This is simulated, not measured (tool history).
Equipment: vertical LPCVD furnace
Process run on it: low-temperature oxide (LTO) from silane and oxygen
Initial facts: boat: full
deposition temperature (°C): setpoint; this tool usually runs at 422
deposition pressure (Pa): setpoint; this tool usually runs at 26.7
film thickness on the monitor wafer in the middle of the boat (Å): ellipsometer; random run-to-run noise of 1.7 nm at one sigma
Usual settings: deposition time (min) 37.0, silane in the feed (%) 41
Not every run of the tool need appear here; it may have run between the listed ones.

run,day,deposition temperature (°C),deposition pressure (Pa),deposition time (min),silane in the feed (%),"read-back reference wafer on the same gauge, thickness",film thickness on the monitor wafer in the middle of the boat (Å)
1,0.000,422,26.7,42.5,38,419.45,4429.2
2,1.042,422,26.7,44.5,41,419.03,5065.4
3,2.412,422,26.7,37.0,41,419.21,4204.8
4,3.892,422,32.0,37.0,41,418.90,5003.2
5,4.979,422,32.0,37.0,41,420.09,5032.5
6,6.546,422,32.0,37.0,41,419.91,5045.9
7,9.408,422,28.0,37.0,41,417.70,4411.5
8,11.429,422,28.0,37.0,41,419.31,4389.1
9,13.321,422,28.0,37.0,41,418.42,4416.7
10,15.279,422,26.7,37.0,41,419.55,4204.6
11,16.942,422,26.7,37.0,41,419.00,4208.1
# day 22.583: pressure gauge zeroed
12,24.112,422,26.7,37.0,41,418.56,3980.5
13,27.096,422,26.7,37.0,41,418.51,4023.4
14,29.500,422,26.7,37.0,41,418.19,4036.8
15,31.167,422,26.7,37.0,41,418.76,3994.0
16,32.658,418,22.0,32.5,33,419.29,2149.1
17,35.617,434,26.7,37.0,37,419.84,4061.4
# day 37.200: thermocouples replaced and temperature profile calibrated
# day 38.088: silane flow controller replaced
18,38.108,422,26.7,27.5,47,419.85,3418.2
19,40.808,422,26.7,47.0,41,418.87,5143.7
20,43.017,429,20.0,37.0,41,419.11,3265.9
21,44.375,416,26.7,37.0,36,419.00,3285.0
# day 47.262: gauge calibrated
22,47.642,419,26.7,37.0,48,419.47,4601.2
23,49.529,422,26.7,25.5,41,419.05,2817.9
24,50.833,422,26.7,37.0,41,419.19,4112.9
25,53.621,422,29.3,23.0,41,418.80,2799.0
26,56.142,422,26.7,37.0,41,419.48,4060.9
27,58.229,422,21.3,26.0,41,418.61,2303.5
28,59.471,422,26.7,37.0,41,417.82,4109.2
29,61.012,414,24.0,37.0,41,419.31,3409.5
30,63.842,422,31.3,31.0,38,419.16,3702.4
31,66.017,431,26.7,48.5,47,418.99,6674.9

What the log doesn't show, run by run:
true tube temperature minus thermocouple reading, K: 0 across all the runs
deviation of the silane flow from its setpoint, %: 0 across all the runs
gauge reads high (%): 0 across all the runs
H1: true pressure minus gauge reading, mTorr
run,H1
1,9.83
2,9.84
3,9.86
4,9.87
5,9.89
6,9.9
7,9.93
8,9.95
9,9.97
10,9.99
11,10
12,-0.324
13,0.134
14,0.488
15,0.727
16,0.935
17,1.33
18,1.66
19,1.99
20,2.26
21,2.41
22,2.78
23,2.98
24,3.12
25,3.41
26,3.65
27,3.85
28,3.97
29,4.11
30,4.35
31,4.54

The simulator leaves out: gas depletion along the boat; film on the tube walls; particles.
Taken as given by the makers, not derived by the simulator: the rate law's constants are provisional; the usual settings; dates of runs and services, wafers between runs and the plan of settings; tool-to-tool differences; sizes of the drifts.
